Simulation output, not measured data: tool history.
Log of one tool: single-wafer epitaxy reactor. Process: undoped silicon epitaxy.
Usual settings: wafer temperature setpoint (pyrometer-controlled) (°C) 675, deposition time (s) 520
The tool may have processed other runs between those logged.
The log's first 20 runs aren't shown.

run   hour  wafer temperature setpoint (pyrometer-controlled) (°C)  deposition time (s)  wafers since the last listed run  hours since the last pyrometer calibration  hours since the gauge calibration  read-back reference wafer on the same gauge, thickness_nm  mean film thickness on the monitor wafer (angstrom)
 21    266                                                     675                  520                                51                                      1573.9                               56.8                                                    150.178                                              1410.91
 22  277.8                                                     687                  605                                35                                      1585.7                               68.6                                                    149.941                                              2060.57
 23  291.4                                                     675                  547                                40                                      1599.3                               82.2                                                    150.204                                              1505.14
     299.5  -- pyrometer calibrated
 24  307.7                                                     675                  546                                24                                         8.2                               98.5                                                    149.901                                              1490.87
 25  322.1                                                     675                  572                                42                                        22.6                              112.9                                                    149.833                                              1572.46
 26  332.4                                                     686                  520                                30                                        32.9                              123.2                                                    149.946                                              1754.99
 27  344.1                                                     675                  520                                34                                        44.6                              134.9                                                    149.894                                              1432.92
 28  352.2                                                     675                  520                                24                                        52.7                                143                                                    150.094                                               1420.1
 29  363.3                                                     675                  520                                32                                        63.8                              154.1                                                    149.919                                              1430.78
 30  371.3                                                     675                  520                                23                                        71.8                              162.1                                                    149.812                                              1414.76
 31  379.7                                                     665                  585                                24                                        80.2                              170.5                                                    150.134                                              1339.31
 32  397.4                                                     675                  520                                52                                        97.9                              188.2                                                    150.154                                              1424.86
 33  410.3                                                     675                  520                                38                                       110.8                              201.1                                                    149.936                                              1435.13
 34  425.5                                                     660                  553                                45                                         126                              216.3                                                    150.096                                              1149.25
 35  436.1                                                     670                  432                                31                                       136.6                              226.9                                                    149.734                                              1076.21
 36    447                                                     665                  567                                32                                       147.5                              237.8                                                    150.038                                              1291.57
 37  456.5                                                     675                  456                                28                                         157                              247.3                                                    149.832                                              1250.37
 38  472.6                                                     663                  435                                47                                       173.1                              263.4                                                    149.857                                               955.21
 39  488.2                                                     675                  451                                46                                       188.7                                279                                                    149.863                                              1229.47
 40  502.1                                                     687                  520                                41                                       202.6                              292.9                                                    149.945                                              1776.33
 41  514.6                                                     670                  432                                37                                       215.1                              305.4                                                    149.904                                              1086.22
 42  535.4                                                     667                  520                                61                                       235.9                              326.2                                                    149.993                                              1232.51

5 options for the next run, each taken on its own from the tool as it stands now. Forecast them:
  A  535.9                                                     675                  520                                 1                                       236.4                              326.7                                                          ?                                                    ?
  B  535.9                                                     687                  486                                 1                                       236.4                              326.7                                                          ?                                                    ?
  C  535.9                                                     670                  593                                 1                                       236.4                              326.7                                                          ?                                                    ?
  D  535.9                                                     688                  520                                 1                                       236.4                              326.7                                                          ?                                                    ?
  E  535.9                                                     690                  453                                 1                                       236.4                              326.7                                                          ?                                                    ?

run  read-back reference wafer on the same gauge, thickness_nm  mean film thickness on the monitor wafer (angstrom)
  A                                                    150.183                                              1419.09
  B                                                    150.183                                               1645.6
  C                                                    150.183                                               1477.1
  D                                                    150.183                                              1792.27
  E                                                    150.183                                              1617.65
Stripped of hidden state, with their random variation kept, the same runs would have yielded:
run  mean film thickness on the monitor wafer (angstrom)
  A                                              1419.09
  B                                               1645.6
  C                                               1477.1
  D                                              1792.27
  E                                              1617.65
